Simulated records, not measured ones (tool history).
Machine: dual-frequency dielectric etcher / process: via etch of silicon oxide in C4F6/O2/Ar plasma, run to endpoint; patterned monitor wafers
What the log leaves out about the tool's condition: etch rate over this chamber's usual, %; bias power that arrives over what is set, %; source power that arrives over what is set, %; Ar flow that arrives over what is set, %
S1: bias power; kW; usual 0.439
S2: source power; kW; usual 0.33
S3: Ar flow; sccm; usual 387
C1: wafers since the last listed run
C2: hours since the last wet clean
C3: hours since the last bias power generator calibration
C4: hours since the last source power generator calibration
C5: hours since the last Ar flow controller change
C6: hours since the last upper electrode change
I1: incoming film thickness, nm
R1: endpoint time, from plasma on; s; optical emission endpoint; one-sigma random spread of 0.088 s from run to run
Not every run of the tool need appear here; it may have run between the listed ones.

run 1 hour=0 | S1=0.439 S2=0.33 S3=314 | C1=0 C2=528.6 C3=3504.5 C4=265 C5=1409.6 C6=3086.6 | I1=114.7 | R1=28.9
run 2 hour=72 | S1=0.439 S2=0.33 S3=387 | C1=1266 C2=600.6 C3=3576.5 C4=337 C5=1481.6 C6=3158.6 | I1=115.2 | R1=30
-- hour=166.5 wet clean of the chamber
run 3 hour=167 | S1=0.439 S2=0.33 S3=387 | C1=1249 C2=0.5 C3=3671.5 C4=432 C5=1576.6 C6=3253.6 | I1=115.2 | R1=29.5
run 4 hour=197.9 | S1=0.468 S2=0.33 S3=387 | C1=543 C2=31.4 C3=3702.4 C4=462.9 C5=1607.5 C6=3284.5 | I1=114.4 | R1=28.8
run 5 hour=236.3 | S1=0.468 S2=0.33 S3=387 | C1=675 C2=69.8 C3=3740.8 C4=501.3 C5=1645.9 C6=3322.9 | I1=115.2 | R1=29
-- hour=317.4 bias power generator calibrated
run 6 hour=332.7 | S1=0.467 S2=0.25 S3=387 | C1=1625 C2=166.2 C3=15.3 C4=597.7 C5=1742.3 C6=3419.3 | I1=114.5 | R1=32.1
run 7 hour=420.7 | S1=0.346 S2=0.3 S3=387 | C1=1548 C2=254.2 C3=103.3 C4=685.7 C5=1830.3 C6=3507.3 | I1=115.3 | R1=33.1
-- hour=510.9 upper electrode replaced
run 8 hour=515.3 | S1=0.405 S2=0.37 S3=292 | C1=1242 C2=348.8 C3=197.9 C4=780.3 C5=1924.9 C6=4.4 | I1=115.6 | R1=28.3
run 9 hour=573 | S1=0.395 S2=0.26 S3=417 | C1=1015 C2=406.5 C3=255.6 C4=838 C5=1982.6 C6=62.1 | I1=115.3 | R1=33.9
run 10 hour=631.6 | S1=0.439 S2=0.33 S3=387 | C1=1031 C2=465.1 C3=314.2 C4=896.6 C5=2041.2 C6=120.7 | I1=114.3 | R1=29.7
run 11 hour=693.3 | S1=0.535 S2=0.33 S3=476 | C1=1085 C2=526.8 C3=375.9 C4=958.3 C5=2102.9 C6=182.4 | I1=114 | R1=28.5
-- hour=751.1 wet clean of the chamber
run 12 hour=787 | S1=0.405 S2=0.37 S3=292 | C1=1226 C2=35.9 C3=469.6 C4=1052 C5=2196.6 C6=276.1 | I1=115.4 | R1=28.3
run 13 hour=826.7 | S1=0.401 S2=0.25 S3=387 | C1=698 C2=75.6 C3=509.3 C4=1091.7 C5=2236.3 C6=315.8 | I1=115.4 | R1=34
-- hour=839.6 Ar flow controller replaced
run 14 hour=879.8 | S1=0.353 S2=0.37 S3=347 | C1=828 C2=128.7 C3=562.4 C4=1144.8 C5=40.2 C6=368.9 | I1=115.8 | R1=30.2
run 15 hour=942.3 | S1=0.439 S2=0.3 S3=387 | C1=1099 C2=191.2 C3=624.9 C4=1207.3 C5=102.7 C6=431.4 | I1=116.1 | R1=31.3
run 16 hour=1029.4 | S1=0.439 S2=0.33 S3=387 | C1=1532 C2=278.3 C3=712 C4=1294.4 C5=189.8 C6=518.5 | I1=114.7 | R1=30
run 17 hour=1079.2 | S1=0.491 S2=0.33 S3=361 | C1=876 C2=328.1 C3=761.8 C4=1344.2 C5=239.6 C6=568.3 | I1=115.2 | R1=28.6
run 18 hour=1169.9 | S1=0.439 S2=0.33 S3=387 | C1=1595 C2=418.8 C3=852.5 C4=1434.9 C5=330.3 C6=659 | I1=116.5 | R1=30.3
run 19 hour=1240.4 | S1=0.439 S2=0.38 S3=455 | C1=1240 C2=489.3 C3=923 C4=1505.4 C5=400.8 C6=729.5 | I1=114.7 | R1=29
run 20 hour=1297.5 | S1=0.439 S2=0.33 S3=387 | C1=1004 C2=546.4 C3=980.1 C4=1562.5 C5=457.9 C6=786.6 | I1=114.7 | R1=30
-- hour=1395.9 wet clean of the chamber
run 21 hour=1396.6 | S1=0.381 S2=0.29 S3=423 | C1=1321 C2=0.7 C3=1079.2 C4=1661.6 C5=557 C6=885.7 | I1=115.1 | R1=32.9
run 22 hour=1458.5 | S1=0.365 S2=0.28 S3=298 | C1=1089 C2=62.6 C3=1141.1 C4=1723.5 C5=618.9 C6=947.6 | I1=115 | R1=32.3
run 23 hour=1533.9 | S1=0.439 S2=0.41 S3=387 | C1=1326 C2=138 C3=1216.5 C4=1798.9 C5=694.3 C6=1023 | I1=115.5 | R1=27.8
run 24 hour=1629.9 | S1=0.439 S2=0.31 S3=435 | C1=1689 C2=234 C3=1312.5 C4=1894.9 C5=790.3 C6=1119 | I1=113.6 | R1=30.8
run 25 hour=1681.2 | S1=0.439 S2=0.33 S3=387 | C1=902 C2=285.3 C3=1363.8 C4=1946.2 C5=841.6 C6=1170.3 | I1=115.3 | R1=30.1
run 26 hour=1743.6 | S1=0.383 S2=0.33 S3=356 | C1=1097 C2=347.7 C3=1426.2 C4=2008.6 C5=904 C6=1232.7 | I1=114.6 | R1=30.8
run 27 hour=1786.6 | S1=0.439 S2=0.33 S3=387 | C1=756 C2=390.7 C3=1469.2 C4=2051.6 C5=947 C6=1275.7 | I1=113.5 | R1=29.6
run 28 hour=1850.2 | S1=0.439 S2=0.33 S3=387 | C1=1118 C2=454.3 C3=1532.8 C4=2115.2 C5=1010.6 C6=1339.3 | I1=114.4 | R1=29.8
run 29 hour=1908.9 | S1=0.439 S2=0.26 S3=387 | C1=1032 C2=513 C3=1591.5 C4=2173.9 C5=1069.3 C6=1398 | I1=114.4 | R1=32.7
-- hour=1966.3 wet clean of the chamber
run 30 hour=1966.8 | S1=0.439 S2=0.33 S3=466 | C1=596 C2=0.5 C3=1649.4 C4=2231.8 C5=1127.2 C6=1455.9 | I1=115.6 | R1=30.7

What if the next run were any one of these 3? Each begins from the tool's condition after run 30:
run A hour=1967.2 | S1=0.389 S2=0.33 S3=387 | C1=7 C2=0.9 C3=1649.8 C4=2232.2 C5=1127.6 C6=1456.3 | I1=114.9 | R1=?
run B hour=1967.2 | S1=0.439 S2=0.26 S3=412 | C1=7 C2=0.9 C3=1649.8 C4=2232.2 C5=1127.6 C6=1456.3 | I1=114.9 | R1=?
run C hour=1967.2 | S1=0.343 S2=0.33 S3=387 | C1=7 C2=0.9 C3=1649.8 C4=2232.2 C5=1127.6 C6=1456.3 | I1=114.9 | R1=?

run=A R1=31
run=B R1=32.9
run=C R1=32.2
With no hidden state in the tool, these same runs would have given:
run=A R1=30.6
run=B R1=32.4
run=C R1=31.7
